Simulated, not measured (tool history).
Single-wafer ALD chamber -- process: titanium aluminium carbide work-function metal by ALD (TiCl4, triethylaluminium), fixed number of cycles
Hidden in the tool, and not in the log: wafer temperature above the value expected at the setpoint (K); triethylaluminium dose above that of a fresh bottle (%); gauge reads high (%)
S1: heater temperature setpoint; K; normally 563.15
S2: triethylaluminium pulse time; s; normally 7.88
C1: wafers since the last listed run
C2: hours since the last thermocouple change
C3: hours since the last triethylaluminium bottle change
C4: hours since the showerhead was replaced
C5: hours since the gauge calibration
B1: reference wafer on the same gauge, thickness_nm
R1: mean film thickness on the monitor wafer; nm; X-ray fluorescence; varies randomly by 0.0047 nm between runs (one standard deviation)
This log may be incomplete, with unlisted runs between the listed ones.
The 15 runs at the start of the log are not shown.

Run 16, hour 1101.4: usual settings but S1 558.15 K, S2 10.78 s; C1 1280; C2 334.6; C3 1424.4; C4 572.7; C5 385.4; B1 2.13. Result: R1 1.951 nm.
Run 17, hour 1161.9: usual settings but S1 576.15 K, S2 9.64 s; C1 740; C2 395.1; C3 1484.9; C4 633.2; C5 445.9; B1 2.13. Result: R1 2.055 nm.
Run 18, hour 1268.6: usual settings; C1 1305; C2 501.8; C3 1591.6; C4 739.9; C5 552.6; B1 2.13. Result: R1 1.892 nm.
Run 19, hour 1374.3: usual settings but S2 6.84 s; C1 1292; C2 607.5; C3 1697.3; C4 845.6; C5 658.3; B1 2.131. Result: R1 1.811 nm.
At hour 1408.7: triethylaluminium bottle replaced.
Run 20, hour 1481.8: usual settings but S1 573.15 K, S2 10.98 s; C1 1217; C2 715; C3 73.1; C4 953.1; C5 765.8; B1 2.131. Result: R1 2.064 nm.
Run 21, hour 1552.5: usual settings; C1 864; C2 785.7; C3 143.8; C4 1023.8; C5 836.5; B1 2.13. Result: R1 1.886 nm.
Run 22, hour 1611.9: usual settings but S1 549.15 K, S2 7.04 s; C1 726; C2 845.1; C3 203.2; C4 1083.2; C5 895.9; B1 2.129. Result: R1 1.729 nm.
Run 23, hour 1660.4: usual settings but S1 557.15 K, S2 4.92 s; C1 593; C2 893.6; C3 251.7; C4 1131.7; C5 944.4; B1 2.13. Result: R1 1.495 nm.
Run 24, hour 1766.7: usual settings but S1 557.15 K, S2 5.04 s; C1 1300; C2 999.9; C3 358; C4 1238; C5 1050.7; B1 2.129. Result: R1 1.521 nm.
Run 25, hour 1808.9: usual settings but S2 6.34 s; C1 516; C2 1042.1; C3 400.2; C4 1280.2; C5 1092.9; B1 2.13. Result: R1 1.752 nm.
Run 26, hour 1909.2: usual settings; C1 1226; C2 1142.4; C3 500.5; C4 1380.5; C5 1193.2; B1 2.13. Result: R1 1.89 nm.
Run 27, hour 2006.7: usual settings but S1 576.15 K, S2 9.07 s; C1 1192; C2 1239.9; C3 598; C4 1478; C5 1290.7; B1 2.13. Result: R1 2.04 nm.
Run 28, hour 2059.5: usual settings but S1 557.15 K, S2 4.92 s; C1 645; C2 1292.7; C3 650.8; C4 1530.8; C5 1343.5; B1 2.13. Result: R1 1.489 nm.
Run 29, hour 2143: usual settings but S1 573.15 K, S2 9.37 s; C1 1021; C2 1376.2; C3 734.3; C4 1614.3; C5 1427; B1 2.13. Result: R1 2.019 nm.
Run 30, hour 2185.6: usual settings but S1 570.15 K, S2 9.75 s; C1 521; C2 1418.8; C3 776.9; C4 1656.9; C5 1469.6; B1 2.132. Result: R1 2.007 nm.
Run 31, hour 2232.4: usual settings; C1 572; C2 1465.6; C3 823.7; C4 1703.7; C5 1516.4; B1 2.13. Result: R1 1.876 nm.
Run 32, hour 2272.2: usual settings but S1 548.15 K, S2 6.29 s; C1 486; C2 1505.4; C3 863.5; C4 1743.5; C5 1556.2; B1 2.13. Result: R1 1.64 nm.
Run 33, hour 2352.6: usual settings but S1 558.15 K, S2 10.88 s; C1 983; C2 1585.8; C3 943.9; C4 1823.9; C5 1636.6; B1 2.13. Result: R1 1.926 nm.
Run 34, hour 2452.3: usual settings but S1 570.15 K; C1 1219; C2 1685.5; C3 1043.6; C4 1923.6; C5 1736.3; B1 2.13. Result: R1 1.925 nm.

Each row is a separate what-if for the run after 34, all from the same tool condition, not one after another. Results?
Run A, hour 2452.7: usual settings; C1 4; C2 1685.9; C3 1044; C4 1924; C5 1736.7; B1 ?. Result: R1 ?.
Run B, hour 2452.7: usual settings but S1 577.15 K, S2 6.31 s; C1 4; C2 1685.9; C3 1044; C4 1924; C5 1736.7; B1 ?. Result: R1 ?.
Run C, hour 2452.7: usual settings but S1 548.15 K; C1 4; C2 1685.9; C3 1044; C4 1924; C5 1736.7; B1 ?. Result: R1 ?.

run    B1     R1
  A  2.13  1.867
  B  2.13  1.834
  C  2.13  1.756
What these runs would have given with no unlogged condition in the tool:
run     R1
  A  1.886
  B  1.852
  C  1.775
